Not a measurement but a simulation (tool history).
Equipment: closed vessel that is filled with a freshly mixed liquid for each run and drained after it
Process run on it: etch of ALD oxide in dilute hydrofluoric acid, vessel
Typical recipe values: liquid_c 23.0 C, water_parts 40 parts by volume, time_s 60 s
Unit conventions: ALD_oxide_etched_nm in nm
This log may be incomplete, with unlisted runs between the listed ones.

run	hour	liquid_c	water_parts	time_s	wafers since the last listed run	hours since the thermometer was replaced	hours since the hydrofluoric acid flow meter was replaced	hours since the gauge calibration	read-back film thickness of the ALD oxide reference wafer, read on the same gauge (nm)	ALD_oxide_etched_nm
1	0.0	23.0	40	60	0	918.0	388.5	944.2	60.03	22.56
2	48.8	23.0	40	60	5367	966.8	437.3	993.0	59.98	22.24
# hour 73.8: hydrofluoric acid flow meter replaced
3	113.9	23.0	40	60	7050	1031.9	40.1	1058.1	59.99	22.22
4	138.1	23.0	35	60	2661	1056.1	64.3	1082.3	60.03	25.83
5	273.6	23.0	35	60	14904	1191.6	199.8	1217.8	59.99	26.14
6	343.3	23.0	35	60	7666	1261.3	269.5	1287.5	60.00	26.01
7	386.2	23.0	55	60	4718	1304.2	312.4	1330.4	59.98	16.27
8	424.0	25.5	40	60	4157	1342.0	350.2	1368.2	60.01	25.36
9	459.6	25.5	40	60	3915	1377.6	385.8	1403.8	59.97	25.06
# hour 485.1: gauge calibrated
# hour 497.4: thermometer replaced
10	524.7	25.0	25	60	7050	27.3	450.9	39.6	60.00	42.51
# hour 535.2: hydrofluoric acid flow meter replaced
11	579.8	25.0	25	60	5950	82.4	44.6	94.7	59.98	42.99
12	613.8	25.0	25	60	3739	116.4	78.6	128.7	60.02	42.77
13	647.4	25.0	25	60	3695	150.0	112.2	162.3	59.97	42.73
14	687.7	26.0	40	70	4432	190.3	152.5	202.6	60.01	32.18
15	738.9	23.0	25	50	5631	241.5	203.7	253.8	60.02	33.14
16	885.8	23.0	40	50	16158	388.4	350.6	400.7	60.02	20.40
17	945.9	23.0	55	90	6610	448.5	410.7	460.8	60.00	25.84
18	986.9	23.0	50	70	4509	489.5	451.7	501.8	59.99	22.17
# hour 994.0: thermometer replaced, repeated, since the last time left the tool worse
# hour 1012.0: hydrofluoric acid flow meter replaced
19	1031.7	23.0	25	75	4707	37.7	19.7	546.6	59.97	43.75
20	1071.4	23.0	40	35	4366	77.4	59.4	586.3	60.00	12.49
21	1121.0	23.0	40	60	5455	127.0	109.0	635.9	59.97	22.03
22	1157.0	23.0	55	35	3959	163.0	145.0	671.9	59.98	9.05
23	1204.2	23.0	55	45	5191	210.2	192.2	719.1	60.01	11.70
24	1230.7	18.5	40	60	2914	236.7	218.7	745.6	60.02	18.19
25	1277.6	23.0	40	45	5158	283.6	265.6	792.5	59.99	16.05
26	1307.3	23.0	55	95	3266	313.3	295.3	822.2	60.02	24.07
27	1360.6	23.0	55	60	5862	366.6	348.6	875.5	59.97	15.61
28	1408.4	27.0	20	40	5257	414.4	396.4	923.3	59.99	35.68
29	1440.4	23.0	50	60	3519	446.4	428.4	955.3	59.99	17.49
30	1502.3	20.0	55	60	6808	508.3	490.3	1017.2	60.05	13.81
# hour 1555.6: hydrofluoric acid flow meter replaced
31	1564.7	24.5	30	95	6753	570.7	9.1	1079.6	59.98	50.86
32	1627.8	21.0	50	80	6940	633.8	72.2	1142.7	59.99	21.48
33	1674.3	20.5	40	60	5114	680.3	118.7	1189.2	60.00	19.88
34	1734.6	23.0	55	95	6632	740.6	179.0	1249.5	60.02	24.81

What was the tool's hidden state at every run in the log?
hydrofluoric acid flow below the setpoint (%): 0 on each run
gauge reads high (%): 0 on each run
H1: liquid hotter than its thermometer reads (K)
run	H1
1	1.06
2	1.12
3	1.18
4	1.21
5	1.36
6	1.43
7	1.48
8	1.52
9	1.56
10	2.75
11	2.81
12	2.85
13	2.88
14	2.93
15	2.98
16	3.14
17	3.2
18	3.25
19	0.0955
20	0.138
21	0.191
22	0.23
23	0.281
24	0.309
25	0.36
26	0.392
27	0.449
28	0.5
29	0.535
30	0.601
31	0.668
32	0.736
33	0.786
34	0.851

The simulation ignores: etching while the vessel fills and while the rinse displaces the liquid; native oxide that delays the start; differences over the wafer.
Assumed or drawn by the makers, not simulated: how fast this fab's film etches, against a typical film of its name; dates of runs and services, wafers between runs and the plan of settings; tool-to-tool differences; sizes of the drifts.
